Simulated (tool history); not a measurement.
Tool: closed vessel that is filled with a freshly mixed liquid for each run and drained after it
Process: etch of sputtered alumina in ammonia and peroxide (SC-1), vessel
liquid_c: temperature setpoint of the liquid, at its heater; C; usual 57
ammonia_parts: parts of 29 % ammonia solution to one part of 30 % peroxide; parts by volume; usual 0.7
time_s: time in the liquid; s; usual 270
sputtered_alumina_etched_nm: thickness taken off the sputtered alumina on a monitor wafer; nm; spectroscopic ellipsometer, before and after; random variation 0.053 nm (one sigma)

| run | hour | liquid_c | ammonia_parts | time_s | wafers since the last listed run | hours since the thermometer was replaced | hours since the ammonia flow meter was replaced | hours since the drum of ammonia solution was connected | hours since the gauge calibration | read-back film thickness of the sputtered alumina reference wafer, read on the same gauge (nm) | sputtered_alumina_etched_nm |
|---|---|---|---|---|---|---|---|---|---|---|---|
| 1 | 0 | 57 | 0.7 | 270 | 0 | 2476.1 | 965.5 | 298.6 | 137.4 | 90.05 | 10.11 |
| 2 | 18.2 | 57 | 0.7 | 270 | 1770 | 2494.3 | 983.7 | 316.8 | 155.6 | 89.98 | 10.21 |
| 3 | 38.6 | 57 | 0.7 | 270 | 1984 | 2514.7 | 1004.1 | 337.2 | 176 | 90.01 | 10.11 |
| 4 | 72.4 | 57 | 0.9 | 270 | 3288 | 2548.5 | 1037.9 | 371 | 209.8 | 90.04 | 10.4 |
| 5 | 92.5 | 57 | 0.9 | 270 | 1955 | 2568.6 | 1058 | 391.1 | 229.9 | 90 | 10.41 |
| 6 | 128.1 | 62.5 | 0.7 | 270 | 3463 | 2604.2 | 1093.6 | 426.7 | 265.5 | 90.01 | 13.6 |
| 7 | 146.1 | 62.5 | 0.7 | 270 | 1751 | 2622.2 | 1111.6 | 444.7 | 283.5 | 89.98 | 13.56 |
|  | 153.3 | thermometer replaced |
| 8 | 163.6 | 62.5 | 0.7 | 270 | 1605 | 10.3 | 1129.1 | 462.2 | 301 | 90.02 | 15.41 |
| 9 | 190.4 | 57 | 0.7 | 235 | 2607 | 37.1 | 1155.9 | 489 | 327.8 | 89.98 | 10.07 |
| 10 | 220 | 57 | 0.5 | 110 | 2879 | 66.7 | 1185.5 | 518.6 | 357.4 | 89.98 | 4.53 |
| 11 | 254.3 | 60.5 | 0.9 | 360 | 3336 | 101 | 1219.8 | 552.9 | 391.7 | 90.02 | 18.79 |
| 12 | 275.3 | 57 | 0.7 | 270 | 2042 | 122 | 1240.8 | 573.9 | 412.7 | 89.98 | 11.41 |
|  | 304.6 | new drum of ammonia solution connected |
| 13 | 311.1 | 57 | 0.7 | 270 | 3385 | 157.8 | 1276.6 | 6.5 | 448.5 | 89.99 | 11.48 |
| 14 | 337.2 | 57 | 0.95 | 320 | 2539 | 183.9 | 1302.7 | 32.6 | 474.6 | 90 | 13.89 |
|  | 350.5 | ammonia flow meter replaced |
| 15 | 367.6 | 57 | 0.7 | 270 | 2860 | 214.3 | 17.1 | 63 | 505 | 89.98 | 11.36 |
|  | 372.1 | gauge calibrated |
| 16 | 388.5 | 62.5 | 0.95 | 360 | 2033 | 235.2 | 38 | 83.9 | 16.4 | 90.02 | 20.83 |
| 17 | 424.1 | 57 | 0.4 | 405 | 3463 | 270.8 | 73.6 | 119.5 | 52 | 89.95 | 16.23 |
| 18 | 444.2 | 60 | 0.9 | 270 | 1955 | 290.9 | 93.7 | 139.6 | 72.1 | 89.99 | 13.58 |
| 19 | 467.1 | 51.5 | 0.95 | 315 | 2227 | 313.8 | 116.6 | 162.5 | 95 | 90.01 | 10.2 |

Forecast each of these 3 alternatives for the next run:
| A | 467.8 | 57 | 0.7 | 270 | 68 | 314.5 | 117.3 | 163.2 | 95.7 | ? | ? |
| B | 467.8 | 53.5 | 0.85 | 385 | 68 | 314.5 | 117.3 | 163.2 | 95.7 | ? | ? |
| C | 467.8 | 65.5 | 1 | 120 | 68 | 314.5 | 117.3 | 163.2 | 95.7 | ? | ? |

| run | read-back film thickness of the sputtered alumina reference wafer, read on the same gauge (nm) | sputtered_alumina_etched_nm |
|---|---|---|
| A | 90.03 | 11.3 |
| B | 90.03 | 13.62 |
| C | 90.03 | 8.01 |
Without the tool's hidden state the same runs would have given:
| run | sputtered_alumina_etched_nm |
|---|---|
| A | 11.55 |
| B | 13.94 |
| C | 8.18 |
